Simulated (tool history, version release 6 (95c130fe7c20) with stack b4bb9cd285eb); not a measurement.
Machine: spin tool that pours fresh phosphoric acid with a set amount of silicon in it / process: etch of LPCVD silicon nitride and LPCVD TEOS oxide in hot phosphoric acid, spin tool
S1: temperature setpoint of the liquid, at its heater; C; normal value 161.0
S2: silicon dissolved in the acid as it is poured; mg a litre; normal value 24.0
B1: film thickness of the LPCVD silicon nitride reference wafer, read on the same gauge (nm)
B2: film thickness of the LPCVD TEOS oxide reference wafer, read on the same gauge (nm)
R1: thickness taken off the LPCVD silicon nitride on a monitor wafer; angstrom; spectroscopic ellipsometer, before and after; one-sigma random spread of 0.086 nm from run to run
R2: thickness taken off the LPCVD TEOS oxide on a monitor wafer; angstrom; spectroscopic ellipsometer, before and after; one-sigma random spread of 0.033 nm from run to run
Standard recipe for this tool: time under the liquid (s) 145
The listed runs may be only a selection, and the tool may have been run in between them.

Run 1, hour 0.0: usual settings but S2 13.5 mg a litre; B1 130.04; B2 100.020. Result: R1 111.7 angstrom, R2 4.20 angstrom.
Run 2, hour 32.0: usual settings but S1 163.5 C, time under the liquid (s) 195; B1 129.96; B2 100.020. Result: R1 164.1 angstrom, R2 5.53 angstrom.
Run 3, hour 51.3: usual settings but S2 42.5 mg a litre; B1 130.01; B2 99.992. Result: R1 111.5 angstrom, R2 1.17 angstrom.
Run 4, hour 82.2: usual settings but S1 164.0 C, S2 17.0 mg a litre, time under the liquid (s) 190; B1 129.99; B2 99.984. Result: R1 161.9 angstrom, R2 6.24 angstrom.
Run 5, hour 107.0: usual settings but S1 158.0 C, time under the liquid (s) 195; B1 130.01; B2 99.997. Result: R1 132.5 angstrom, R2 3.27 angstrom.
Run 6, hour 191.6: usual settings but S1 159.0 C; B1 129.99; B2 100.014. Result: R1 102.5 angstrom, R2 2.75 angstrom.
Run 7, hour 219.9: usual settings but S1 163.5 C, S2 34.0 mg a litre, time under the liquid (s) 95; B1 130.02; B2 99.987. Result: R1 78.1 angstrom, R2 1.80 angstrom.
At hour 234.4: heated supply line repaired.
Run 8, hour 275.8: usual settings; B1 129.95; B2 100.005. Result: R1 124.1 angstrom, R2 3.83 angstrom.
Run 9, hour 306.5: usual settings but S1 158.5 C, time under the liquid (s) 90; B1 129.97; B2 99.999. Result: R1 69.8 angstrom, R2 2.08 angstrom.
At hour 328.5: gauge calibrated.
Run 10, hour 357.3: usual settings; B1 130.01; B2 100.015. Result: R1 124.4 angstrom, R2 3.94 angstrom.
Run 11, hour 373.8: usual settings but S1 158.5 C, S2 41.5 mg a litre, time under the liquid (s) 170; B1 130.02; B2 100.000. Result: R1 131.1 angstrom, R2 1.52 angstrom.
Run 12, hour 400.6: usual settings but S1 158.5 C, S2 29.0 mg a litre; B1 129.99; B2 99.983. Result: R1 111.8 angstrom, R2 2.92 angstrom.
Run 13, hour 412.7: usual settings; B1 129.99; B2 99.981. Result: R1 123.3 angstrom, R2 4.11 angstrom.
Run 14, hour 432.2: usual settings but S2 10.0 mg a litre, time under the liquid (s) 85; B1 129.97; B2 100.018. Result: R1 71.6 angstrom, R2 3.29 angstrom.
Run 15, hour 455.2: usual settings but S1 163.5 C, S2 13.0 mg a litre, time under the liquid (s) 115; B1 130.02; B2 100.003. Result: R1 106.0 angstrom, R2 4.80 angstrom.
Run 16, hour 473.0: usual settings; B1 130.01; B2 100.027. Result: R1 120.8 angstrom, R2 3.58 angstrom.
Run 17, hour 506.0: usual settings but time under the liquid (s) 60; B1 129.99; B2 100.006. Result: R1 50.4 angstrom, R2 1.42 angstrom.
Run 18, hour 532.3: usual settings but S1 164.0 C, S2 6.0 mg a litre, time under the liquid (s) 180; B1 129.99; B2 100.003. Result: R1 168.0 angstrom, R2 9.09 angstrom.
Run 19, hour 555.5: usual settings; B1 130.01; B2 100.002. Result: R1 122.0 angstrom, R2 3.86 angstrom.
Run 20, hour 572.7: usual settings but S2 35.5 mg a litre; B1 130.00; B2 100.004. Result: R1 119.9 angstrom, R2 2.30 angstrom.
Run 21, hour 591.1: usual settings; B1 130.01; B2 100.008. Result: R1 121.0 angstrom, R2 2.98 angstrom.

The tool's hidden state at each run:
dissolved silicon flow below the setpoint (%): 0 on each run
gauge reads high (%): 0 on each run
H1: liquid colder than its thermometer reads (K)
H2: temperature lost on the way to the wafer (K)
run      H1     H2
  1  0.0906   3.69
  2    0.13   3.75
  3   0.154   3.79
  4   0.192   3.85
  5   0.223   3.91
  6   0.328   4.08
  7   0.363   4.13
  8   0.432  0.385
  9    0.47  0.447
 10   0.533  0.551
 11   0.553  0.584
 12   0.587  0.638
 13   0.602  0.663
 14   0.626  0.703
 15   0.654  0.749
 16   0.676  0.785
 17   0.717  0.852
 18    0.75  0.906
 19   0.778  0.953
 20     0.8  0.988
 21   0.823   1.03

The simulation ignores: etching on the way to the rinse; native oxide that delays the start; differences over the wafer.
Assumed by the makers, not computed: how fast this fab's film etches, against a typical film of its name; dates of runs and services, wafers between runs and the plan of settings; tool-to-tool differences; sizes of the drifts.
